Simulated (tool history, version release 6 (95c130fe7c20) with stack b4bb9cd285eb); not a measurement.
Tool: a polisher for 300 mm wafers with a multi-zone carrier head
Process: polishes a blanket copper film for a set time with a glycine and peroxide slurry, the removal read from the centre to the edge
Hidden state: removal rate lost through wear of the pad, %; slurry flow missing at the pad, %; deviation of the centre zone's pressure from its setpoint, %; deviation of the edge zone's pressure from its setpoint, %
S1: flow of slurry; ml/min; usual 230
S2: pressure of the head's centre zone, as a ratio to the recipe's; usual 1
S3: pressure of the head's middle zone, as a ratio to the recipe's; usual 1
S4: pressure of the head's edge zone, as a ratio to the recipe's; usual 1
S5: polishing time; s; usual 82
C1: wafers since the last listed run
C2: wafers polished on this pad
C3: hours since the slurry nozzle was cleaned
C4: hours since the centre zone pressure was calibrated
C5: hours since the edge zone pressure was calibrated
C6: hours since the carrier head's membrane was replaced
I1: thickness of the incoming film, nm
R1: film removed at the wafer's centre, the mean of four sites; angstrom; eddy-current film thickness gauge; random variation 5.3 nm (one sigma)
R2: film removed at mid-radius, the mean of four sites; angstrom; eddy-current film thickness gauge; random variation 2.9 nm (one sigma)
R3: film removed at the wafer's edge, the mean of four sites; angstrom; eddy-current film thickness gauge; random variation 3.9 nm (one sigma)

| run | day | S1 | S2 | S3 | S4 | S5 | C1 | C2 | C3 | C4 | C5 | C6 | I1 | R1 | R2 | R3 |
|---|---|---|---|---|---|---|---|---|---|---|---|---|---|---|---|---|
| 1 | 0 | 230 | 1 | 1 | 1 | 82 | 0 | 3307 | 497.9 | 148 | 628.3 | 102.3 | 1173.2 | 3803 | 3862 | 3829 |
| 2 | 1.588 | 230 | 1 | 1 | 1 | 82 | 409 | 3717 | 536 | 186.1 | 666.4 | 140.4 | 1189.3 | 3897 | 3849 | 3779 |
| 3 | 4.229 | 230 | 1 | 1 | 1 | 82 | 681 | 4399 | 599.4 | 249.5 | 729.8 | 203.8 | 1185.6 | 3788 | 3765 | 3771 |
| 4 | 7.354 | 230 | 1 | 1 | 1 | 82 | 806 | 5206 | 674.4 | 324.5 | 804.8 | 278.8 | 1178 | 3628 | 3708 | 3712 |
|  | 9.433 | worn pad replaced by a new one |
| 5 | 10.296 | 230 | 0.91 | 1 | 1.12 | 61 | 716 | 222 | 745 | 395.1 | 875.4 | 349.4 | 1179.7 | 2676 | 2919 | 3169 |
|  | 11.517 | slurry nozzle cleaned |
| 6 | 12.167 | 230 | 1 | 1 | 1 | 82 | 472 | 695 | 15.6 | 440 | 920.3 | 394.3 | 1190.3 | 3917 | 3942 | 3903 |
|  | 15.721 | centre zone pressure recalibrated |
| 7 | 16.117 | 230 | 1 | 1 | 1 | 82 | 998 | 1693 | 110.4 | 9.5 | 1015.1 | 489.1 | 1165.2 | 3870 | 3950 | 3946 |
| 8 | 19.225 | 230 | 1.07 | 1.09 | 1 | 62 | 802 | 2495 | 185 | 84.1 | 1089.7 | 563.7 | 1189.1 | 3187 | 3162 | 2954 |
|  | 21.967 | edge zone pressure recalibrated |
| 9 | 23.167 | 230 | 1.07 | 1 | 1.06 | 82 | 995 | 3491 | 279.6 | 178.7 | 28.8 | 658.3 | 1188.1 | 4080 | 3869 | 3927 |
| 10 | 26.538 | 260 | 1 | 1.1 | 1.04 | 82 | 870 | 4361 | 360.5 | 259.6 | 109.7 | 739.2 | 1199.1 | 3901 | 4187 | 3884 |
| 11 | 29.112 | 230 | 1 | 1 | 1 | 82 | 664 | 5025 | 422.3 | 321.4 | 171.5 | 801 | 1180.5 | 3658 | 3707 | 3692 |
|  | 30.375 | worn pad replaced by a new one |
| 12 | 30.846 | 265 | 1 | 1 | 0.91 | 59 | 404 | 121 | 463.9 | 363 | 213.1 | 842.6 | 1192.5 | 2863 | 2934 | 2779 |
| 13 | 32.45 | 230 | 1 | 1 | 1 | 82 | 414 | 535 | 502.4 | 401.5 | 251.6 | 881.1 | 1196.6 | 4004 | 4011 | 3988 |
| 14 | 35.946 | 230 | 1 | 1.11 | 1.08 | 82 | 902 | 1437 | 586.3 | 485.4 | 335.5 | 965 | 1183.6 | 3849 | 4276 | 4005 |
|  | 38.312 | centre zone pressure recalibrated |
| 15 | 40.129 | 295 | 0.94 | 1.03 | 1 | 102 | 1058 | 2495 | 686.7 | 43.6 | 435.9 | 1065.4 | 1163 | 4687 | 5091 | 4965 |
| 16 | 43.725 | 230 | 1 | 1 | 1.1 | 93 | 928 | 3423 | 773 | 129.9 | 522.2 | 1151.7 | 1196.8 | 4395 | 4397 | 4544 |
|  | 44.029 | slurry nozzle cleaned |
| 17 | 45.938 | 230 | 1 | 1 | 1 | 82 | 560 | 3984 | 45.8 | 183 | 575.3 | 1204.8 | 1183.5 | 3756 | 3744 | 3880 |
| 18 | 47.767 | 230 | 1 | 1.07 | 1 | 82 | 472 | 4456 | 89.7 | 226.9 | 619.2 | 1248.7 | 1172 | 3763 | 3936 | 3789 |
| 19 | 50.388 | 230 | 1 | 1 | 0.92 | 82 | 676 | 5132 | 152.6 | 289.8 | 682.1 | 1311.6 | 1171 | 3568 | 3722 | 3571 |
|  | 53.029 | worn pad replaced by a new one |
| 20 | 54.438 | 230 | 1 | 1 | 0.97 | 82 | 1002 | 363 | 249.8 | 387 | 779.3 | 1408.8 | 1176 | 3985 | 3879 | 3823 |
| 21 | 56.796 | 200 | 0.94 | 1 | 1.11 | 82 | 608 | 972 | 306.4 | 443.6 | 835.9 | 1465.4 | 1161.9 | 3643 | 3847 | 4076 |

5 ways to go on from here, each from the tool as it stands after run 21. What would each give?
| A | 56.812 | 230 | 1.07 | 1 | 1 | 82 | 4 | 976 | 306.8 | 444 | 836.3 | 1465.8 | 1158 | ? | ? | ? |
| B | 56.812 | 300 | 1 | 0.94 | 1 | 82 | 4 | 976 | 306.8 | 444 | 836.3 | 1465.8 | 1158 | ? | ? | ? |
| C | 56.812 | 160 | 1.04 | 0.96 | 0.93 | 82 | 4 | 976 | 306.8 | 444 | 836.3 | 1465.8 | 1158 | ? | ? | ? |
| D | 56.812 | 180 | 1 | 1.09 | 0.96 | 107 | 4 | 976 | 306.8 | 444 | 836.3 | 1465.8 | 1158 | ? | ? | ? |
| E | 56.812 | 260 | 1 | 1.09 | 1 | 82 | 4 | 976 | 306.8 | 444 | 836.3 | 1465.8 | 1158 | ? | ? | ? |

| run | R1 | R2 | R3 |
|---|---|---|---|
| A | 4256 | 3984 | 3929 |
| B | 4094 | 3887 | 4013 |
| C | 3927 | 3677 | 3670 |
| D | 5020 | 5431 | 4911 |
| E | 4036 | 4345 | 3963 |
Without the tool's hidden state the same runs would have given:
| run | R1 | R2 | R3 |
|---|---|---|---|
| A | 4298 | 4024 | 3968 |
| B | 4135 | 3926 | 4053 |
| C | 3966 | 3714 | 3707 |
| D | 5071 | 5486 | 4960 |
| E | 4076 | 4389 | 4003 |
